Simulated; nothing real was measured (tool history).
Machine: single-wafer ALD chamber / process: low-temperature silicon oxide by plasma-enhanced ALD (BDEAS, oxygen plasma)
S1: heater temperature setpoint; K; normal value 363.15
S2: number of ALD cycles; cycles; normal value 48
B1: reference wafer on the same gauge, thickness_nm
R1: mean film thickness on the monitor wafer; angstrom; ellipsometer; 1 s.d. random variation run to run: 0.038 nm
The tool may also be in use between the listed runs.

{"run": 1, "hour": 0.0, "S1": 363.15, "S2": 48, "B1": 6.903, "R1": 67.96}
{"run": 2, "hour": 49.1, "S1": 363.15, "S2": 48, "B1": 6.884, "R1": 67.65}
{"run": 3, "hour": 62.2, "S1": 363.15, "S2": 48, "B1": 6.895, "R1": 67.81}
{"run": 4, "hour": 68.5, "S1": 360.15, "S2": 52, "B1": 6.912, "R1": 74.76}
{"run": 5, "hour": 77.9, "S1": 360.15, "S2": 52, "B1": 6.901, "R1": 74.81}
{"run": 6, "hour": 90.0, "S1": 360.15, "S2": 52, "B1": 6.908, "R1": 74.62}
{"run": 7, "hour": 103.0, "S1": 363.15, "S2": 48, "B1": 6.909, "R1": 67.8}
{"run": 8, "hour": 120.8, "S1": 363.15, "S2": 48, "B1": 6.898, "R1": 67.94}
{"run": 9, "hour": 128.1, "S1": 363.15, "S2": 48, "B1": 6.902, "R1": 68.2}
{"run": 10, "hour": 134.4, "S1": 363.15, "S2": 53, "B1": 6.897, "R1": 75.12}
{"run": 11, "hour": 161.7, "S1": 363.15, "S2": 53, "B1": 6.906, "R1": 75.13}
{"run": 12, "hour": 179.2, "S1": 363.15, "S2": 53, "B1": 6.902, "R1": 75.11}
{"run": 13, "hour": 191.2, "S1": 363.15, "S2": 48, "B1": 6.902, "R1": 68.32}
{"run": 14, "hour": 200.7, "S1": 363.15, "S2": 48, "B1": 6.894, "R1": 68.37}
{"run": 15, "hour": 212.4, "S1": 363.15, "S2": 51, "B1": 6.904, "R1": 71.97}
{"run": 16, "hour": 249.5, "S1": 363.15, "S2": 51, "B1": 6.905, "R1": 72.64}
{"run": 17, "hour": 266.3, "S1": 369.15, "S2": 48, "B1": 6.899, "R1": 66.45}
{"run": 18, "hour": 289.6, "S1": 369.15, "S2": 48, "B1": 6.899, "R1": 66.57}
{"run": 19, "hour": 297.9, "S1": 369.15, "S2": 48, "B1": 6.898, "R1": 66.87}
{"run": 20, "hour": 313.7, "S1": 363.15, "S2": 48, "B1": 6.894, "R1": 68.41}
{"hour": 325.1, "done": "gauge calibrated"}
{"run": 21, "hour": 329.9, "S1": 370.15, "S2": 53, "B1": 6.898, "R1": 73.15}
{"run": 22, "hour": 345.1, "S1": 363.15, "S2": 48, "B1": 6.902, "R1": 68.09}
{"run": 23, "hour": 361.2, "S1": 357.15, "S2": 53, "B1": 6.901, "R1": 76.64}
{"run": 24, "hour": 374.9, "S1": 376.15, "S2": 57, "B1": 6.891, "R1": 77.4}
{"run": 25, "hour": 388.7, "S1": 356.15, "S2": 56, "B1": 6.901, "R1": 81.24}
{"run": 26, "hour": 396.9, "S1": 359.15, "S2": 44, "B1": 6.909, "R1": 63.32}
{"run": 27, "hour": 406.4, "S1": 363.15, "S2": 57, "B1": 6.9, "R1": 80.46}
{"run": 28, "hour": 417.7, "S1": 363.15, "S2": 48, "B1": 6.902, "R1": 68.72}
{"run": 29, "hour": 434.7, "S1": 351.15, "S2": 41, "B1": 6.905, "R1": 60.43}
{"hour": 456.6, "done": "thermocouple changed; heater temperature recalibrated"}
{"run": 30, "hour": 457.1, "S1": 363.15, "S2": 51, "B1": 6.904, "R1": 73.33}
{"run": 31, "hour": 496.9, "S1": 363.15, "S2": 48, "B1": 6.901, "R1": 68.66}
{"run": 32, "hour": 505.8, "S1": 363.15, "S2": 48, "B1": 6.898, "R1": 68.45}
{"run": 33, "hour": 523.5, "S1": 363.15, "S2": 48, "B1": 6.904, "R1": 67.98}
{"run": 34, "hour": 540.9, "S1": 377.15, "S2": 57, "B1": 6.889, "R1": 77.14}
{"run": 35, "hour": 547.3, "S1": 363.15, "S2": 48, "B1": 6.897, "R1": 68.73}
{"run": 36, "hour": 590.3, "S1": 376.15, "S2": 41, "B1": 6.901, "R1": 55.76}
{"run": 37, "hour": 602.3, "S1": 363.15, "S2": 48, "B1": 6.904, "R1": 68.02}
{"run": 38, "hour": 619.2, "S1": 375.15, "S2": 53, "B1": 6.896, "R1": 72.05}
{"run": 39, "hour": 625.4, "S1": 354.15, "S2": 40, "B1": 6.901, "R1": 58.91}
{"run": 40, "hour": 637.1, "S1": 377.15, "S2": 54, "B1": 6.9, "R1": 73.07}

List, for all runs, the conditions of the tool that the log does not record:
wafer temperature above the value expected at the setpoint (K): 0 at every run
gauge reads high (%): 0 at every run

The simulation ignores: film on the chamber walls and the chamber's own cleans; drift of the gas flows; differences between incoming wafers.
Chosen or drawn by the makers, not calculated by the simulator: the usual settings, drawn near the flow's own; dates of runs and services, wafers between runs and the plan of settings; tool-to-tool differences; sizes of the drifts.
